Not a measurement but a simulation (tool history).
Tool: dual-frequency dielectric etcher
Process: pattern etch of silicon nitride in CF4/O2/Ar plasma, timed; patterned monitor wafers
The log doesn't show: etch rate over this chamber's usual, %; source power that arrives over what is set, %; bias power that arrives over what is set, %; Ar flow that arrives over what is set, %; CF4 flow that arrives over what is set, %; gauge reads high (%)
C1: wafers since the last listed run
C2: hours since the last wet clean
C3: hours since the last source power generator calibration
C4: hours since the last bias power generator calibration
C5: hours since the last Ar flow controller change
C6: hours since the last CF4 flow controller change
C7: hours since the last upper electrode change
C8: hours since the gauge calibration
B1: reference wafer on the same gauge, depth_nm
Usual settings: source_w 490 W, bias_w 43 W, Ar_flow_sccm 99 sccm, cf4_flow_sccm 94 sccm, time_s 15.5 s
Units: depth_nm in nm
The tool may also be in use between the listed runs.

run 1 hour=0 | source_w=490 bias_w=43 Ar_flow_sccm=99 cf4_flow_sccm=79 time_s=16.5 | C1=0 C2=76.8 C3=2034.1 C4=2856.8 C5=2568.3 C6=3773 C7=1929.4 C8=689.1 | B1=24.79 | depth_nm=27.22
run 2 hour=42.4 | source_w=490 bias_w=43 Ar_flow_sccm=99 cf4_flow_sccm=79 time_s=16.5 | C1=670 C2=119.2 C3=2076.5 C4=2899.2 C5=2610.7 C6=3815.4 C7=1971.8 C8=731.5 | B1=24.8 | depth_nm=27.1
run 3 hour=105.6 | source_w=490 bias_w=43 Ar_flow_sccm=99 cf4_flow_sccm=79 time_s=16.5 | C1=999 C2=182.4 C3=2139.7 C4=2962.4 C5=2673.9 C6=3878.6 C7=2035 C8=794.7 | B1=24.78 | depth_nm=26.93
run 4 hour=173.9 | source_w=490 bias_w=43 Ar_flow_sccm=118 cf4_flow_sccm=94 time_s=15.5 | C1=1079 C2=250.7 C3=2208 C4=3030.7 C5=2742.2 C6=3946.9 C7=2103.3 C8=863 | B1=24.81 | depth_nm=24.92
run 5 hour=229.6 | source_w=490 bias_w=43 Ar_flow_sccm=118 cf4_flow_sccm=94 time_s=15.5 | C1=880 C2=306.4 C3=2263.7 C4=3086.4 C5=2797.9 C6=4002.6 C7=2159 C8=918.7 | B1=24.81 | depth_nm=24.91
run 6 hour=253.7 | source_w=530 bias_w=43 Ar_flow_sccm=99 cf4_flow_sccm=94 time_s=15.5 | C1=381 C2=330.5 C3=2287.8 C4=3110.5 C5=2822 C6=4026.7 C7=2183.1 C8=942.8 | B1=24.8 | depth_nm=27.11
-- hour=271.4 gauge calibrated
run 7 hour=299.8 | source_w=530 bias_w=43 Ar_flow_sccm=99 cf4_flow_sccm=94 time_s=15.5 | C1=728 C2=376.6 C3=2333.9 C4=3156.6 C5=2868.1 C6=4072.8 C7=2229.2 C8=28.4 | B1=24.78 | depth_nm=27.06
run 8 hour=328 | source_w=530 bias_w=43 Ar_flow_sccm=99 cf4_flow_sccm=94 time_s=15.5 | C1=445 C2=404.8 C3=2362.1 C4=3184.8 C5=2896.3 C6=4101 C7=2257.4 C8=56.6 | B1=24.78 | depth_nm=27.3
-- hour=361.9 source power generator calibrated
run 9 hour=396.4 | source_w=490 bias_w=43 Ar_flow_sccm=99 cf4_flow_sccm=94 time_s=15.5 | C1=1018 C2=473.2 C3=34.5 C4=3253.2 C5=2964.7 C6=4169.4 C7=2325.8 C8=125 | B1=24.81 | depth_nm=26.65
-- hour=442.8 Ar flow controller replaced
run 10 hour=444.7 | source_w=490 bias_w=43 Ar_flow_sccm=99 cf4_flow_sccm=94 time_s=15.5 | C1=668 C2=521.5 C3=82.8 C4=3301.5 C5=1.9 C6=4217.7 C7=2374.1 C8=173.3 | B1=24.8 | depth_nm=26.44
run 11 hour=503.7 | source_w=490 bias_w=46 Ar_flow_sccm=99 cf4_flow_sccm=94 time_s=15.5 | C1=932 C2=580.5 C3=141.8 C4=3360.5 C5=60.9 C6=4276.7 C7=2433.1 C8=232.3 | B1=24.79 | depth_nm=27.09
-- hour=548.4 wet clean of the chamber
-- hour=560.1 bias power generator calibrated
run 12 hour=567.5 | source_w=490 bias_w=35 Ar_flow_sccm=99 cf4_flow_sccm=117 time_s=15.5 | C1=566 C2=19.1 C3=205.6 C4=7.4 C5=124.7 C6=4340.5 C7=2496.9 C8=296.1 | B1=24.8 | depth_nm=25.28
run 13 hour=628.6 | source_w=490 bias_w=43 Ar_flow_sccm=118 cf4_flow_sccm=94 time_s=15.5 | C1=966 C2=80.2 C3=266.7 C4=68.5 C5=185.8 C6=4401.6 C7=2558 C8=357.2 | B1=24.83 | depth_nm=25.76
-- hour=657.6 CF4 flow controller replaced
-- hour=679.8 upper electrode replaced
run 14 hour=680.3 | source_w=440 bias_w=36 Ar_flow_sccm=99 cf4_flow_sccm=76 time_s=12 | C1=371 C2=131.9 C3=318.4 C4=120.2 C5=237.5 C6=22.7 C7=0.5 C8=408.9 | B1=24.79 | depth_nm=17.66
run 15 hour=726.1 | source_w=490 bias_w=43 Ar_flow_sccm=99 cf4_flow_sccm=94 time_s=15.5 | C1=724 C2=177.7 C3=364.2 C4=166 C5=283.3 C6=68.5 C7=46.3 C8=454.7 | B1=24.8 | depth_nm=26.37
run 16 hour=755.2 | source_w=550 bias_w=43 Ar_flow_sccm=116 cf4_flow_sccm=72 time_s=11.5 | C1=460 C2=206.8 C3=393.3 C4=195.1 C5=312.4 C6=97.6 C7=75.4 C8=483.8 | B1=24.8 | depth_nm=20.65
run 17 hour=822.7 | source_w=490 bias_w=50 Ar_flow_sccm=99 cf4_flow_sccm=79 time_s=11 | C1=1067 C2=274.3 C3=460.8 C4=262.6 C5=379.9 C6=165.1 C7=142.9 C8=551.3 | B1=24.8 | depth_nm=19.43
run 18 hour=893.4 | source_w=490 bias_w=43 Ar_flow_sccm=99 cf4_flow_sccm=94 time_s=15.5 | C1=1117 C2=345 C3=531.5 C4=333.3 C5=450.6 C6=235.8 C7=213.6 C8=622 | B1=24.79 | depth_nm=26.27
run 19 hour=944.2 | source_w=580 bias_w=43 Ar_flow_sccm=99 cf4_flow_sccm=94 time_s=13 | C1=803 C2=395.8 C3=582.3 C4=384.1 C5=501.4 C6=286.6 C7=264.4 C8=672.8 | B1=24.8 | depth_nm=25.38
run 20 hour=1013.2 | source_w=490 bias_w=43 Ar_flow_sccm=77 cf4_flow_sccm=94 time_s=15.5 | C1=1091 C2=464.8 C3=651.3 C4=453.1 C5=570.4 C6=355.6 C7=333.4 C8=741.8 | B1=24.81 | depth_nm=27.31
run 21 hour=1061.6 | source_w=490 bias_w=43 Ar_flow_sccm=99 cf4_flow_sccm=94 time_s=15.5 | C1=765 C2=513.2 C3=699.7 C4=501.5 C5=618.8 C6=404 C7=381.8 C8=790.2 | B1=24.81 | depth_nm=26.44

Forecast each of these 4 alternatives for the next run:
run A hour=1062 | source_w=490 bias_w=43 Ar_flow_sccm=99 cf4_flow_sccm=94 time_s=15.5 | C1=6 C2=513.6 C3=700.1 C4=501.9 C5=619.2 C6=404.4 C7=382.2 C8=790.6 | B1=? | depth_nm=?
run B hour=1062 | source_w=490 bias_w=43 Ar_flow_sccm=118 cf4_flow_sccm=108 time_s=15.5 | C1=6 C2=513.6 C3=700.1 C4=501.9 C5=619.2 C6=404.4 C7=382.2 C8=790.6 | B1=? | depth_nm=?
run C hour=1062 | source_w=490 bias_w=43 Ar_flow_sccm=99 cf4_flow_sccm=94 time_s=14 | C1=6 C2=513.6 C3=700.1 C4=501.9 C5=619.2 C6=404.4 C7=382.2 C8=790.6 | B1=? | depth_nm=?
run D hour=1062 | source_w=440 bias_w=53 Ar_flow_sccm=78 cf4_flow_sccm=103 time_s=15.5 | C1=6 C2=513.6 C3=700.1 C4=501.9 C5=619.2 C6=404.4 C7=382.2 C8=790.6 | B1=? | depth_nm=?

run=A B1=24.81 depth_nm=26.3
run=B B1=24.81 depth_nm=25.91
run=C B1=24.81 depth_nm=23.75
run=D B1=24.81 depth_nm=27.1
Without the tool's hidden state the same runs would have given:
run=A depth_nm=26.59
run=B depth_nm=26.2
run=C depth_nm=24.02
run=D depth_nm=27.4
